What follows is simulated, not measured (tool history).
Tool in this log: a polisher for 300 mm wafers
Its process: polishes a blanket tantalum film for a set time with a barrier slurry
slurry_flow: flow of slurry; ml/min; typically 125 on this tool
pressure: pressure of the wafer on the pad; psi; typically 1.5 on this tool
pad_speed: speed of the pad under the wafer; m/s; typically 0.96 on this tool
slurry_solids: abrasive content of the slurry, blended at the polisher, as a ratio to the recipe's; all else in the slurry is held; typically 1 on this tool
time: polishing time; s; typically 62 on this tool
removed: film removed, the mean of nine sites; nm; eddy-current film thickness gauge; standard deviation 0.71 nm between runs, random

run,day,slurry_flow,pressure,pad_speed,slurry_solids,time,"incoming thickness of the incoming film, nm",removed
1,0,125,1.5,0.96,1,62,470.8,84.4
# day 4.054: slurry blender recalibrated
2,6.792,125,1.5,0.96,1,62,469.5,87.1
# day 8.817: worn pad replaced by a new one
3,9.921,125,1.5,0.96,1,62,464.9,87.3
# day 12.571: slurry nozzle cleaned
4,13.838,150,1.5,0.96,1,62,474.7,89.4
5,17.929,150,1.5,0.96,1,62,465.8,88.4
6,21.217,150,1.5,0.96,1,62,466.1,85.8
# day 24.421: slurry blender recalibrated
7,24.654,125,1.5,0.96,1,62,465,74.9
8,26.562,125,1.5,0.96,1,62,470.5,75
# day 28.75: worn pad replaced by a new one
9,29.079,125,1.5,0.96,1,62,478.7,74.4
10,32.442,125,1.5,0.96,1,62,470.6,74.6
11,35.808,125,1.5,0.96,1,62,473.9,73.2
12,37.954,125,1.5,0.96,1,62,467.9,70.2
# day 40.983: slurry blender recalibrated, repeated, since the last time left the tool worse
13,41.421,125,1.5,0.96,1,62,462.7,87.8
# day 45.238: slurry nozzle cleaned
# day 47.625: worn pad replaced by a new one
14,50.329,100,1.5,0.96,1,62,465.2,82.5
15,53.162,125,1.5,0.96,1,70,471,98
16,55.575,155,1.5,0.96,1,53,472.5,75.6
# day 57.567: head pressure recalibrated
17,59.462,145,1.7,1.1,1.15,62,467.4,110.1
# day 61.042: slurry blender recalibrated
18,63.738,135,1.5,0.96,1,78,479.1,111.6
19,66.221,80,1.3,0.68,1,51,467.6,45.4
# day 67.254: worn pad replaced by a new one
20,68.354,125,1.2,0.96,1,62,477.2,71.5
21,70.458,125,1.5,0.96,0.9,62,472.3,83.2
# day 73.6: slurry nozzle cleaned
22,73.712,150,1.5,0.96,1,62,468.4,87.4
23,76.971,125,1.5,0.96,1,62,467.5,83
# day 80.283: slurry blender recalibrated
24,80.529,125,1.5,0.96,1,62,465.5,87
25,83.379,125,1.5,0.96,1,62,469.6,87.1
# day 88.996: worn pad replaced by a new one
26,91.308,105,1.3,1.22,1,79,471.6,110.7
27,93.275,125,1.5,0.96,1.1,62,476.3,88.9
28,95.817,125,1.5,0.96,1,62,466.5,82.6

Each row is a separate what-if for the run after 28, all from the same tool condition, not one after another. Results?
A,95.833,125,1.5,0.96,1,62,478.5,?
B,95.833,125,1.5,0.84,1,71,478.5,?
C,95.833,125,1.5,0.96,0.8,62,478.5,?

run,removed
A,84.1
B,87.9
C,77.2
With the hidden condition removed and each run's random variation left untouched, the same runs would have given:
run,removed
A,88.3
B,92.3
C,81.7

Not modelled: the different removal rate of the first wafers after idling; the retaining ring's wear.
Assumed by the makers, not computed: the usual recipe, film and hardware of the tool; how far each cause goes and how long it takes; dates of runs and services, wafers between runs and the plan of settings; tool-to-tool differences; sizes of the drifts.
